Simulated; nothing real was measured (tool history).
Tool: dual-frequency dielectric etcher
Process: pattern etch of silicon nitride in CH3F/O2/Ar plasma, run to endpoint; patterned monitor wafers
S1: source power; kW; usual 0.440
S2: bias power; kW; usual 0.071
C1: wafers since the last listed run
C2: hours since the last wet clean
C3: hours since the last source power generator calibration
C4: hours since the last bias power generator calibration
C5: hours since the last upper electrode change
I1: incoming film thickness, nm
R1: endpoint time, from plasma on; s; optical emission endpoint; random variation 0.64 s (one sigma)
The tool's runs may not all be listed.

run 1 hour=0.0 | S1=0.440 S2=0.067 | C1=0 C2=80.3 C3=1284.8 C4=1198.5 C5=4713.3 | I1=57.2 | R1=85.1
run 2 hour=28.3 | S1=0.440 S2=0.065 | C1=277 C2=108.6 C3=1313.1 C4=1226.8 C5=4741.6 | I1=57.8 | R1=87.4
run 3 hour=62.1 | S1=0.440 S2=0.071 | C1=331 C2=142.4 C3=1346.9 C4=1260.6 C5=4775.4 | I1=57.6 | R1=84.1
run 4 hour=80.6 | S1=0.440 S2=0.071 | C1=181 C2=160.9 C3=1365.4 C4=1279.1 C5=4793.9 | I1=57.7 | R1=84.7
run 5 hour=112.8 | S1=0.410 S2=0.075 | C1=315 C2=193.1 C3=1397.6 C4=1311.3 C5=4826.1 | I1=57.5 | R1=83.1
run 6 hour=131.9 | S1=0.410 S2=0.075 | C1=187 C2=212.2 C3=1416.7 C4=1330.4 C5=4845.2 | I1=57.2 | R1=81.9
run 7 hour=157.5 | S1=0.440 S2=0.083 | C1=250 C2=237.8 C3=1442.3 C4=1356.0 C5=4870.8 | I1=57.4 | R1=76.9
-- hour=198.0 upper electrode replaced
run 8 hour=198.5 | S1=0.440 S2=0.083 | C1=166 C2=278.8 C3=1483.3 C4=1397.0 C5=0.5 | I1=57.0 | R1=77.5
-- hour=254.7 wet clean of the chamber
run 9 hour=255.2 | S1=0.440 S2=0.083 | C1=320 C2=0.5 C3=1540.0 C4=1453.7 C5=57.2 | I1=57.6 | R1=79.7
run 10 hour=285.2 | S1=0.440 S2=0.071 | C1=294 C2=30.5 C3=1570.0 C4=1483.7 C5=87.2 | I1=57.6 | R1=84.0
run 11 hour=312.6 | S1=0.440 S2=0.071 | C1=268 C2=57.9 C3=1597.4 C4=1511.1 C5=114.6 | I1=56.9 | R1=83.4
run 12 hour=344.9 | S1=0.440 S2=0.071 | C1=316 C2=90.2 C3=1629.7 C4=1543.4 C5=146.9 | I1=57.1 | R1=82.2
run 13 hour=420.4 | S1=0.400 S2=0.087 | C1=740 C2=165.7 C3=1705.2 C4=1618.9 C5=222.4 | I1=57.1 | R1=78.6
run 14 hour=433.1 | S1=0.550 S2=0.086 | C1=124 C2=178.4 C3=1717.9 C4=1631.6 C5=235.1 | I1=57.1 | R1=70.8
run 15 hour=446.5 | S1=0.370 S2=0.063 | C1=131 C2=191.8 C3=1731.3 C4=1645.0 C5=248.5 | I1=57.6 | R1=93.0
run 16 hour=466.7 | S1=0.350 S2=0.064 | C1=198 C2=212.0 C3=1751.5 C4=1665.2 C5=268.7 | I1=57.2 | R1=91.3
run 17 hour=488.7 | S1=0.440 S2=0.079 | C1=215 C2=234.0 C3=1773.5 C4=1687.2 C5=290.7 | I1=57.0 | R1=78.5
run 18 hour=565.5 | S1=0.440 S2=0.071 | C1=752 C2=310.8 C3=1850.3 C4=1764.0 C5=367.5 | I1=57.2 | R1=81.0
run 19 hour=583.7 | S1=0.440 S2=0.080 | C1=178 C2=329.0 C3=1868.5 C4=1782.2 C5=385.7 | I1=57.1 | R1=75.9
-- hour=617.2 wet clean of the chamber
-- hour=618.5 source power generator calibrated
run 20 hour=619.0 | S1=0.440 S2=0.071 | C1=97 C2=1.8 C3=0.5 C4=1817.5 C5=421.0 | I1=57.2 | R1=85.7
run 21 hour=619.4 | S1=0.530 S2=0.058 | C1=3 C2=2.2 C3=0.9 C4=1817.9 C5=421.4 | I1=57.3 | R1=86.0
run 22 hour=644.4 | S1=0.440 S2=0.071 | C1=245 C2=27.2 C3=25.9 C4=1842.9 C5=446.4 | I1=57.4 | R1=85.5
run 23 hour=659.3 | S1=0.440 S2=0.071 | C1=146 C2=42.1 C3=40.8 C4=1857.8 C5=461.3 | I1=58.1 | R1=87.7
run 24 hour=676.3 | S1=0.440 S2=0.071 | C1=166 C2=59.1 C3=57.8 C4=1874.8 C5=478.3 | I1=57.3 | R1=84.7
-- hour=694.0 bias power generator calibrated
run 25 hour=698.9 | S1=0.440 S2=0.058 | C1=182 C2=81.7 C3=80.4 C4=4.9 C5=500.9 | I1=57.8 | R1=91.7
run 26 hour=749.3 | S1=0.530 S2=0.089 | C1=494 C2=132.1 C3=130.8 C4=55.3 C5=551.3 | I1=57.4 | R1=72.5
run 27 hour=784.4 | S1=0.520 S2=0.062 | C1=344 C2=167.2 C3=165.9 C4=90.4 C5=586.4 | I1=57.0 | R1=82.9
run 28 hour=814.0 | S1=0.470 S2=0.055 | C1=290 C2=196.8 C3=195.5 C4=120.0 C5=616.0 | I1=57.5 | R1=89.2
run 29 hour=833.2 | S1=0.390 S2=0.080 | C1=188 C2=216.0 C3=214.7 C4=139.2 C5=635.2 | I1=57.6 | R1=82.4
run 30 hour=865.4 | S1=0.510 S2=0.053 | C1=315 C2=248.2 C3=246.9 C4=171.4 C5=667.4 | I1=57.9 | R1=87.5
run 31 hour=881.4 | S1=0.400 S2=0.087 | C1=156 C2=264.2 C3=262.9 C4=187.4 C5=683.4 | I1=57.4 | R1=79.3
run 32 hour=901.8 | S1=0.500 S2=0.056 | C1=199 C2=284.6 C3=283.3 C4=207.8 C5=703.8 | I1=57.0 | R1=85.4
run 33 hour=923.9 | S1=0.440 S2=0.055 | C1=216 C2=306.7 C3=305.4 C4=229.9 C5=725.9 | I1=57.5 | R1=91.0
run 34 hour=947.1 | S1=0.370 S2=0.054 | C1=227 C2=329.9 C3=328.6 C4=253.1 C5=749.1 | I1=57.4 | R1=96.4
run 35 hour=960.7 | S1=0.340 S2=0.087 | C1=133 C2=343.5 C3=342.2 C4=266.7 C5=762.7 | I1=57.2 | R1=81.8
run 36 hour=990.3 | S1=0.440 S2=0.078 | C1=290 C2=373.1 C3=371.8 C4=296.3 C5=792.3 | I1=57.4 | R1=78.2

The same runs without the tool's hidden state, with the same run-to-run variation:
The hidden state here: etch rate over this chamber's usual, %; source power that arrives over what is set, %; bias power that arrives over what is set, %.
run=1 R1=86.2
run=2 R1=88.9
run=3 R1=85.9
run=4 R1=86.8
run=5 R1=85.6
run=6 R1=84.5
run=7 R1=79.7
run=8 R1=80.7
run=9 R1=79.9
run=10 R1=84.6
run=11 R1=84.3
run=12 R1=83.6
run=13 R1=80.7
run=14 R1=72.9
run=15 R1=95.8
run=16 R1=94.4
run=17 R1=81.4
run=18 R1=84.9
run=19 R1=79.7
run=20 R1=85.2
run=21 R1=85.6
run=22 R1=85.3
run=23 R1=87.7
run=24 R1=85.0
run=25 R1=92.2
run=26 R1=73.5
run=27 R1=84.4
run=28 R1=91.2
run=29 R1=84.5
run=30 R1=90.2
run=31 R1=81.8
run=32 R1=88.4
run=33 R1=94.6
run=34 R1=100.4
run=35 R1=85.4
run=36 R1=82.0
